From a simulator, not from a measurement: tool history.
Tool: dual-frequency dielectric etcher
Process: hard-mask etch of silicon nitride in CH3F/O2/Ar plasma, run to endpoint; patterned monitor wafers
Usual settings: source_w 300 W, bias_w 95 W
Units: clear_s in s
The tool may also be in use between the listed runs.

run	hour	source_w	bias_w	incoming incoming film thickness, nm	clear_s
1	0	300	95	45.88	65.3
2	56.2	300	95	45.36	64.7
3	119.5	300	95	45.56	65
4	214.1	300	95	45.52	65.3
# hour 244: wet clean of the chamber
5	291.4	300	95	45.7	64.6
6	380	300	95	45.36	64.1
7	474	300	95	45.56	64.1
8	568.8	300	88	45.82	67.8
9	643.2	300	88	45.79	68.3
10	694.8	300	95	46.2	67.6
# hour 761: wet clean of the chamber
11	761.5	350	112	45.52	56.4
12	811.2	350	95	45.37	59.8
13	876.8	300	95	45.52	63.8
14	921.9	240	101	45.59	68.8

Run 15 comes next. What will it give?
15	994.8	360	87	46	?

{"run 15": {"clear_s": 62}}
Without the tool's hidden state the same run would have given clear_s 60.4 s.
